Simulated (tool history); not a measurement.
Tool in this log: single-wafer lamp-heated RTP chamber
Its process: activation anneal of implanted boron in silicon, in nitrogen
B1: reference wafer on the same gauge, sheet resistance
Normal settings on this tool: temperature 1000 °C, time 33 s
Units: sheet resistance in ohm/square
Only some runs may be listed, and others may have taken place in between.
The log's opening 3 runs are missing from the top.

{"run": 4, "hour": 369.0, "temperature": 1020, "time": 41, "B1": 216.04, "sheet resistance": 245.94}
{"run": 5, "hour": 408.0, "temperature": 1000, "time": 33, "B1": 216.02, "sheet resistance": 248.21}
{"run": 6, "hour": 460.1, "temperature": 1000, "time": 33, "B1": 216.01, "sheet resistance": 248.45}
{"run": 7, "hour": 584.4, "temperature": 1013, "time": 33, "B1": 216.06, "sheet resistance": 246.18}
{"hour": 662.5, "done": "reflector plate cleaned"}
{"run": 8, "hour": 677.0, "temperature": 983, "time": 33, "B1": 215.99, "sheet resistance": 252.06}
{"run": 9, "hour": 775.2, "temperature": 1009, "time": 38, "B1": 216, "sheet resistance": 246.2}
{"run": 10, "hour": 834.7, "temperature": 1009, "time": 38, "B1": 216.02, "sheet resistance": 246.97}
{"run": 11, "hour": 871.2, "temperature": 1009, "time": 38, "B1": 215.99, "sheet resistance": 246.18}
{"run": 12, "hour": 935.7, "temperature": 979, "time": 33, "B1": 215.99, "sheet resistance": 252.43}
{"run": 13, "hour": 997.5, "temperature": 1000, "time": 33, "B1": 215.94, "sheet resistance": 246.97}
{"run": 14, "hour": 1075.9, "temperature": 1000, "time": 33, "B1": 216.01, "sheet resistance": 247.29}
{"hour": 1110.9, "done": "pyrometer window cleaned and pyrometer calibrated"}
{"run": 15, "hour": 1153.2, "temperature": 1026, "time": 33, "B1": 215.99, "sheet resistance": 245.76}
{"run": 16, "hour": 1232.1, "temperature": 1012, "time": 39, "B1": 215.91, "sheet resistance": 245.92}
{"run": 17, "hour": 1328.2, "temperature": 1024, "time": 27, "B1": 216.02, "sheet resistance": 246.9}
{"run": 18, "hour": 1404.7, "temperature": 1000, "time": 44, "B1": 216.11, "sheet resistance": 246.85}
{"hour": 1438.8, "done": "reflector plate cleaned"}
{"run": 19, "hour": 1477.4, "temperature": 989, "time": 16, "B1": 215.91, "sheet resistance": 252.8}

Run 20, settings as shown, results not yet in. Your forecast:
{"run": 20, "hour": 1572.8, "temperature": 1016, "time": 24, "B1": "?", "sheet resistance": "?"}

Run 20 gave B1 215.95, sheet resistance 247.95 ohm/square.
If the tool had no hidden condition, the same run with the same run-to-run variation would have returned sheet resistance 248.55 ohm/square.

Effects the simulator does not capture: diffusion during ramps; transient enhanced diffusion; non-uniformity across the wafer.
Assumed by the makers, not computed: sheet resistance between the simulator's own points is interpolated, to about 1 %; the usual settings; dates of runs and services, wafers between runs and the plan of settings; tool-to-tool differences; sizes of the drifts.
